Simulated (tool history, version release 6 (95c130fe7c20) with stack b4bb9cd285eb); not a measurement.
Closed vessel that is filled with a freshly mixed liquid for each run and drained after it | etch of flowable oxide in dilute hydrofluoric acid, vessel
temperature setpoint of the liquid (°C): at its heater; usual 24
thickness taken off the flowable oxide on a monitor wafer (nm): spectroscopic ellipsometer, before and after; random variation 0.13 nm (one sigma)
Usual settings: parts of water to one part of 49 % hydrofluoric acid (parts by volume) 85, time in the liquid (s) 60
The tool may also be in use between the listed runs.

run    hour  temperature setpoint of the liquid (°C)  parts of water to one part of 49 % hydrofluoric acid (parts by volume)  time in the liquid (s)  wafers since the last listed run  hours since the thermometer was replaced  hours since the hydrofluoric acid flow meter was replaced  hours since the gauge calibration  read-back film thickness of the flowable oxide reference wafer, read on the same gauge (nm)  thickness taken off the flowable oxide on a monitor wafer (nm)
  1       0                                       24                                                                      85                      70                                 0                                     911.9                                                      255.8                              912.4                                                                                          140                                                           31.45
  2    70.8                                     27.5                                                                      85                      60                              8570                                     982.7                                                      326.6                              983.2                                                                                          140                                                           31.06
  3   133.6                                       24                                                                      85                      60                              7602                                    1045.5                                                      389.4                               1046                                                                                       140.01                                                           26.97
  4   195.2                                       24                                                                      85                      60                              7456                                    1107.1                                                        451                             1107.6                                                                                       140.01                                                            27.3
  5   248.1                                       24                                                                      85                      60                              6403                                      1160                                                      503.9                             1160.5                                                                                       139.98                                                           26.92
  6     398                                       24                                                                     115                      60                             18145                                    1309.9                                                      653.8                             1310.4                                                                                       139.98                                                           19.18
      458.2  -- hydrofluoric acid flow meter replaced
  7   462.9                                       24                                                                     115                      60                              7735                                    1374.8                                                        4.7                             1375.3                                                                                       140.01                                                           19.34
      517.4  -- thermometer replaced
  8   518.1                                       24                                                                     115                      60                              6561                                       0.7                                                       59.9                             1430.5                                                                                       140.01                                                           19.31
  9   544.2                                     21.5                                                                      85                      60                              3159                                      26.8                                                         86                             1456.6                                                                                       139.98                                                           24.48
 10   608.9                                     21.5                                                                      85                      60                              7832                                      91.5                                                      150.7                             1521.3                                                                                       139.99                                                           24.54
 11   646.3                                     22.5                                                                      85                      60                              4527                                     128.9                                                      188.1                             1558.7                                                                                       140.02                                                           25.42
 12   696.8                                     22.5                                                                      85                      60                              6113                                     179.4                                                      238.6                             1609.2                                                                                       139.98                                                           25.43
 13   742.8                                       21                                                                      50                      75                              5568                                     225.4                                                      284.6                             1655.2                                                                                       139.99                                                           52.46
 14   853.2                                       24                                                                      85                      60                             13364                                     335.8                                                        395                             1765.6                                                                                       139.99                                                            27.1
 15   910.4                                     25.5                                                                     105                      30                              6924                                       393                                                      452.2                             1822.8                                                                                       140.01                                                           11.31
 16     956                                       24                                                                      85                      60                              5520                                     438.6                                                      497.8                             1868.4                                                                                          140                                                           27.11
 17   999.8                                       19                                                                     115                      60                              5302                                     482.4                                                      541.6                             1912.2                                                                                       139.99                                                           15.78
     1012.2  -- gauge calibrated
 18  1052.9                                       24                                                                      85                      60                              6427                                     535.5                                                      594.7                               40.7                                                                                          140                                                           27.16
 19    1106                                       27                                                                      85                      70                              6427                                     588.6                                                      647.8                               93.8                                                                                       140.01                                                           35.61
     1133.3  -- hydrofluoric acid flow meter replaced
 20  1145.1                                       24                                                                     110                      60                              4612                                     627.7                                                       11.8                              132.9                                                                                       139.98                                                           20.25
 21  1179.1                                       22                                                                     110                      90                              4115                                     661.7                                                       45.8                              166.9                                                                                       140.03                                                           27.76
 22  1221.1                                     22.5                                                                      85                      60                              5084                                     703.7                                                       87.8                              208.9                                                                                       139.98                                                           25.56
 23  1265.4                                       24                                                                      85                      45                              5362                                       748                                                      132.1                              253.2                                                                                       139.99                                                           20.23
 24  1309.2                                       27                                                                      85                      60                              5302                                     791.8                                                      175.9                                297                                                                                       140.01                                                           30.52
 25  1372.7                                       24                                                                      85                      45                              7686                                     855.3                                                      239.4                              360.5                                                                                       139.99                                                           20.33
 26  1400.7                                       24                                                                      85                      40                              3389                                     883.3                                                      267.4                              388.5                                                                                          140                                                           17.94
 27  1451.7                                       24                                                                      85                      60                              6173                                     934.3                                                      318.4                              439.5                                                                                          140                                                           27.03
 28  1515.3                                       24                                                                      85                      85                              7698                                     997.9                                                        382                              503.1                                                                                       139.99                                                           38.32
 29  1564.7                                       24                                                                      85                      60                              5980                                    1047.3                                                      431.4                              552.5                                                                                       139.99                                                           27.38
 30  1605.3                                     20.5                                                                     115                      60                              4914                                    1087.9                                                        472                              593.1                                                                                       139.99                                                           16.77
 31  1654.7                                     25.5                                                                     120                      60                              5980                                    1137.3                                                      521.4                              642.5                                                                                       139.99                                                           19.45
 32  1709.9                                     27.5                                                                     115                      60                              6682                                    1192.5                                                      576.6                              697.7                                                                                       139.99                                                           22.14
     1714.9  -- thermometer replaced
 33  1754.3                                     19.5                                                                      95                      85                              5253                                      39.4                                                        621                              742.1                                                                                          140                                                           28.15
     1834.6  -- hydrofluoric acid flow meter replaced
 34  1940.2                                       24                                                                     115                      60                             22382                                     225.3                                                      105.6                                928                                                                                       139.98                                                           19.51

3 ways to go on from here, each from the tool as it stands after run 34. What would each give?
  A  1940.9                                       24                                                                     100                      60                                84                                       226                                                      106.3                              928.7                                                                                            ?                                                               ?
  B  1940.9                                     26.5                                                                      85                      90                                84                                       226                                                      106.3                              928.7                                                                                            ?                                                               ?
  C  1940.9                                       21                                                                      85                      85                                84                                       226                                                      106.3                              928.7                                                                                            ?                                                               ?

run  read-back film thickness of the flowable oxide reference wafer, read on the same gauge (nm)  thickness taken off the flowable oxide on a monitor wafer (nm)
  A                                                                                          140                                                           22.67
  B                                                                                          140                                                           45.01
  C                                                                                          140                                                           34.08
Without the tool's hidden state the same runs would have given:
run  thickness taken off the flowable oxide on a monitor wafer (nm)
  A                                                           22.67
  B                                                           45.01
  C                                                           34.08
